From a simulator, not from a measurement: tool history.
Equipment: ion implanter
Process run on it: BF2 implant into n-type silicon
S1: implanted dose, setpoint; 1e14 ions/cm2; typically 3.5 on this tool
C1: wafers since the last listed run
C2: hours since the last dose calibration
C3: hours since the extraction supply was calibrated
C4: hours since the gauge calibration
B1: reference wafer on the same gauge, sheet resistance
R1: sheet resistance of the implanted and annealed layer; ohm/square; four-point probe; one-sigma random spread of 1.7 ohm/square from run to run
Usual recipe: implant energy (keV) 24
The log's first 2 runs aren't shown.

Run 3, day 5.75: usual settings but S1 4.17 1e14 ions/cm2; C1 1133; C2 1521.4; C3 3720.9; C4 1682.1; B1 360.57. Result: R1 282.08 ohm/square.
Run 4, day 9.167: usual settings but S1 4.17 1e14 ions/cm2; C1 1650; C2 1603.4; C3 3802.9; C4 1764.1; B1 359.79. Result: R1 281.34 ohm/square.
Run 5, day 14.833: usual settings but S1 3.71 1e14 ions/cm2, implant energy (keV) 20; C1 2737; C2 1739.4; C3 3938.9; C4 1900.1; B1 360.43. Result: R1 323.16 ohm/square.
Run 6, day 19.329: usual settings but S1 3.17 1e14 ions/cm2; C1 2172; C2 1847.3; C3 4046.8; C4 2008; B1 360.83. Result: R1 350.95 ohm/square.
Run 7, day 22.571: usual settings but S1 3.17 1e14 ions/cm2; C1 1566; C2 1925.1; C3 4124.6; C4 2085.8; B1 360.63. Result: R1 353.74 ohm/square.
Run 8, day 27.479: usual settings but S1 3.17 1e14 ions/cm2; C1 2371; C2 2042.9; C3 4242.4; C4 2203.6; B1 360.86. Result: R1 353.31 ohm/square.
At day 30.408: Faraday cup replaced and dose calibrated.
Run 9, day 30.429: usual settings; C1 1264; C2 0.5; C3 4313.2; C4 2274.4; B1 360.98. Result: R1 322.93 ohm/square.
Run 10, day 33.933: usual settings but implant energy (keV) 29; C1 1693; C2 84.6; C3 4397.3; C4 2358.5; B1 361.47. Result: R1 318.55 ohm/square.
Run 11, day 37.65: usual settings but S1 3.83 1e14 ions/cm2, implant energy (keV) 19.5; C1 1795; C2 173.8; C3 4486.5; C4 2447.7; B1 360.7. Result: R1 311.85 ohm/square.
Run 12, day 41.192: usual settings but S1 3.83 1e14 ions/cm2, implant energy (keV) 19.5; C1 1711; C2 258.8; C3 4571.5; C4 2532.7; B1 360.29. Result: R1 311.2 ohm/square.
Run 13, day 42.721: usual settings but S1 3.83 1e14 ions/cm2, implant energy (keV) 19.5; C1 738; C2 295.5; C3 4608.2; C4 2569.4; B1 359.97. Result: R1 313.36 ohm/square.
Run 14, day 44.642: usual settings but S1 2.93 1e14 ions/cm2; C1 928; C2 341.6; C3 4654.3; C4 2615.5; B1 361.06. Result: R1 374.75 ohm/square.
Run 15, day 46.346: usual settings but S1 2.93 1e14 ions/cm2; C1 823; C2 382.5; C3 4695.2; C4 2656.4; B1 360.12. Result: R1 378.88 ohm/square.
At day 46.858: gauge calibrated.
Run 16, day 50.675: usual settings but S1 2.93 1e14 ions/cm2; C1 2091; C2 486.4; C3 4799.1; C4 91.6; B1 361.19. Result: R1 373.55 ohm/square.
Run 17, day 52.571: usual settings but S1 3.15 1e14 ions/cm2, implant energy (keV) 32; C1 915; C2 531.9; C3 4844.6; C4 137.1; B1 361.06. Result: R1 344.25 ohm/square.
Run 18, day 56.508: usual settings but implant energy (keV) 27.5; C1 1902; C2 626.4; C3 4939.1; C4 231.6; B1 360.62. Result: R1 320.94 ohm/square.

Predict the results of run 19:
Run 19, day 60.712: usual settings but S1 2.93 1e14 ions/cm2; C1 2031; C2 727.3; C3 5040; C4 332.5; B1 ?. Result: R1 ?.

B1: 361.27
R1: 382.14 ohm/square
With the hidden condition absent and the run-to-run variation left alone, this run would have shown R1 382.14 ohm/square.
